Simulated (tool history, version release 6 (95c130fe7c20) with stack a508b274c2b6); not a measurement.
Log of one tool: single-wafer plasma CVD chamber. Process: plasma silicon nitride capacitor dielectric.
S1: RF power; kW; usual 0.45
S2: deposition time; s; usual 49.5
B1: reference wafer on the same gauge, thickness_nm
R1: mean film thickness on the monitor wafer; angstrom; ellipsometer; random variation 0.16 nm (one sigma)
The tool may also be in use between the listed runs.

| run | hour | S1 | S2 | B1 | R1 |
|---|---|---|---|---|---|
| 1 | 0 | 0.45 | 46.9 | 82.285 | 674.6 |
| 2 | 106.3 | 0.45 | 46.9 | 82.38 | 674.44 |
| 3 | 120.3 | 0.45 | 46.9 | 82.339 | 669.79 |
| 4 | 145.2 | 0.45 | 53.5 | 82.298 | 765.18 |
| 5 | 166.9 | 0.395 | 49.5 | 82.419 | 675.23 |
| 6 | 239.3 | 0.395 | 49.5 | 82.232 | 670.37 |
| 7 | 274.2 | 0.395 | 49.5 | 82.264 | 672.06 |
| 8 | 294.3 | 0.45 | 49.5 | 82.344 | 707.53 |
| 9 | 316.5 | 0.45 | 49.5 | 82.289 | 708.12 |
|  | 324.9 | showerhead replaced |
| 10 | 352 | 0.45 | 49.5 | 82.239 | 705.46 |
|  | 384.4 | gauge calibrated |
| 11 | 384.6 | 0.45 | 49.5 | 82.375 | 706.24 |
| 12 | 407.1 | 0.45 | 49.5 | 82.281 | 703.87 |
| 13 | 441.9 | 0.45 | 49.5 | 82.439 | 706.37 |
| 14 | 471.8 | 0.365 | 40.3 | 82.268 | 529.08 |
| 15 | 506.5 | 0.54 | 52.6 | 82.323 | 801.4 |
| 16 | 520.6 | 0.45 | 49.5 | 82.369 | 706.6 |
|  | 576.3 | RF generator calibrated |
| 17 | 576.8 | 0.45 | 46.9 | 82.323 | 682.2 |
| 18 | 606.3 | 0.45 | 49.5 | 82.324 | 719.86 |
| 19 | 640.5 | 0.45 | 55.5 | 82.258 | 806.1 |
| 20 | 664.2 | 0.42 | 42 | 82.372 | 594.23 |
| 21 | 690.3 | 0.425 | 45.4 | 82.298 | 643.64 |
| 22 | 711.2 | 0.39 | 56.8 | 82.34 | 777.17 |
| 23 | 735.4 | 0.535 | 58.4 | 82.248 | 901.15 |
| 24 | 760.7 | 0.51 | 41.1 | 82.269 | 625.34 |
| 25 | 786.7 | 0.36 | 57.4 | 82.312 | 762.89 |
|  | 810.1 | gauge calibrated |
| 26 | 815.8 | 0.42 | 56.2 | 82.303 | 794.28 |
| 27 | 859.3 | 0.415 | 42.5 | 82.255 | 596.44 |

The tool's hidden state at each run:
gauge reads high (%): 0 in every run
H1: delivered RF power above the setpoint (%)
| run | H1 |
|---|---|
| 1 | -4.33 |
| 2 | -4.72 |
| 3 | -4.77 |
| 4 | -4.86 |
| 5 | -4.94 |
| 6 | -5.21 |
| 7 | -5.33 |
| 8 | -5.41 |
| 9 | -5.49 |
| 10 | -5.62 |
| 11 | -5.74 |
| 12 | -5.82 |
| 13 | -5.95 |
| 14 | -6.06 |
| 15 | -6.18 |
| 16 | -6.23 |
| 17 | -0.886 |
| 18 | -0.994 |
| 19 | -1.12 |
| 20 | -1.21 |
| 21 | -1.3 |
| 22 | -1.38 |
| 23 | -1.47 |
| 24 | -1.56 |
| 25 | -1.65 |
| 26 | -1.76 |
| 27 | -1.92 |
